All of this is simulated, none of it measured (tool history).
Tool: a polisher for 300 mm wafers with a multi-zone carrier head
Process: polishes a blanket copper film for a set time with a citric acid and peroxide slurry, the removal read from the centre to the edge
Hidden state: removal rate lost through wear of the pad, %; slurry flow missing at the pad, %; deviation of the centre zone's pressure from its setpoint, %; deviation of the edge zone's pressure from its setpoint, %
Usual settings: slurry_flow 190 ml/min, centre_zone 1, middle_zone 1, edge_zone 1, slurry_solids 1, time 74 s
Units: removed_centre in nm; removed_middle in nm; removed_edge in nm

run,hour,slurry_flow,centre_zone,middle_zone,edge_zone,slurry_solids,time,wafers since the last listed run,wafers polished on this pad,hours since the slurry nozzle was cleaned,hours since the centre zone pressure was calibrated,hours since the edge zone pressure was calibrated,hours since the carrier head's membrane was replaced,"incoming thickness of the incoming film, nm",removed_centre,removed_middle,removed_edge
1,0,190,1,1,1,1,74,0,2042,431.2,99.6,688.4,914.9,1195.8,170,171.1,174.1
2,36.1,190,1,1,1,1,74,371,2413,467.3,135.7,724.5,951,1204,167.6,170.6,170.8
# hour 49.9: edge zone pressure recalibrated
# hour 67.3: carrier head's membrane replaced by a new one
3,101.1,190,1,1.06,1,1,74,597,3010,532.3,200.7,51.2,33.8,1198.4,167.5,179.7,169.8
# hour 130.2: slurry nozzle cleaned
4,147.2,190,1,1,1,1.25,74,464,3475,17,246.8,97.3,79.9,1217,183,185.9,186.8
5,230.2,190,1,1,0.92,1,74,854,4329,100,329.8,180.3,162.9,1211,175.8,178.4,171.4
6,284.5,145,0.9,1,1,1.2,92,559,4888,154.3,384.1,234.6,217.2,1207.3,194,217.3,220.3
# hour 369.4: worn pad replaced by a new one
7,447.8,190,1,1,1,1,74,1640,806,317.6,547.4,397.9,380.5,1197.5,173.4,171.2,171.1
# hour 456.4: centre zone pressure recalibrated
8,589.8,140,1.05,0.89,1,1,81,1441,2248,459.6,133.4,539.9,522.5,1186.3,182.7,159.1,185.6
9,661.3,190,1,1,1,1.25,57,736,2984,531.1,204.9,611.4,594,1212.8,134.9,135.7,135.8
10,743.3,190,1.11,1,1.09,1.2,74,844,3828,613.1,286.9,693.4,676,1202,191,173.6,181.1
# hour 796: slurry nozzle cleaned
11,796.5,190,1,1,1,0.95,74,537,4366,0.5,340.1,746.6,729.2,1207.6,174.1,174.2,179.4
12,833.4,140,1.05,0.89,1,1,81,379,4746,37.4,377,783.5,766.1,1196.2,191.1,168.4,187.8
# hour 870.9: worn pad replaced by a new one
13,886.3,190,1,1.1,1,0.7,74,503,158,90.3,429.9,836.4,819,1186.3,164.3,181.5,165
# hour 904: edge zone pressure recalibrated
# hour 926.9: carrier head's membrane replaced by a new one
14,934.7,190,1,1,1,1,74,426,584,138.7,478.3,30.7,7.8,1216.2,175.2,174.2,171.9
# hour 998.8: centre zone pressure recalibrated
15,1038.5,190,1,1,1.11,1,74,1048,1633,242.5,39.7,134.5,111.6,1190.7,171.9,175.3,186.9
16,1123.1,125,0.95,1.04,1.06,1,74,871,2504,327.1,124.3,219.1,196.2,1201,146.1,166.2,169.6
17,1218.9,170,1,1.11,1.05,1,74,986,3490,422.9,220.1,314.9,292,1180.2,166.1,182.3,169.3
# hour 1344.7: slurry nozzle cleaned
# hour 1376.7: worn pad replaced by a new one
18,1380.8,190,1,1,1,1,97,1615,42,36.1,382,476.8,453.9,1183.3,231.3,234.5,231.3
19,1473.1,190,1,1.03,1,1,74,950,992,128.4,474.3,569.1,546.2,1191.5,174.6,180.4,176.7
# hour 1529.1: centre zone pressure recalibrated
20,1577,190,1,1,0.95,1,99,1049,2041,232.3,47.9,673,650.1,1210.2,232.2,236.2,231.3

5 ways to go on from here, each from the tool as it stands after run 20. What would each give?
A,1577.4,135,1,1,1,1,74,4,2045,232.7,48.3,673.4,650.5,1175.6,?,?,?
B,1577.4,150,1,0.88,1.08,1,67,4,2045,232.7,48.3,673.4,650.5,1175.6,?,?,?
C,1577.4,215,1,1,0.95,1,82,4,2045,232.7,48.3,673.4,650.5,1175.6,?,?,?
D,1577.4,190,1,1,1.05,1,74,4,2045,232.7,48.3,673.4,650.5,1175.6,?,?,?
E,1577.4,150,0.89,1.06,1,1,65,4,2045,232.7,48.3,673.4,650.5,1175.6,?,?,?

run,removed_centre,removed_middle,removed_edge
A,161.9,164.4,169.2
B,150.1,136.7,161.8
C,197.1,198.1,194.2
D,174.1,175.3,181.4
E,129.7,155.2,150.8
Without the tool's hidden state the same runs would have given:
run,removed_centre,removed_middle,removed_edge
A,167.4,169.4,172.8
B,154.8,140.5,165
C,201.5,202,197
D,178.5,179.2,184.3
E,133.7,159.4,153.7
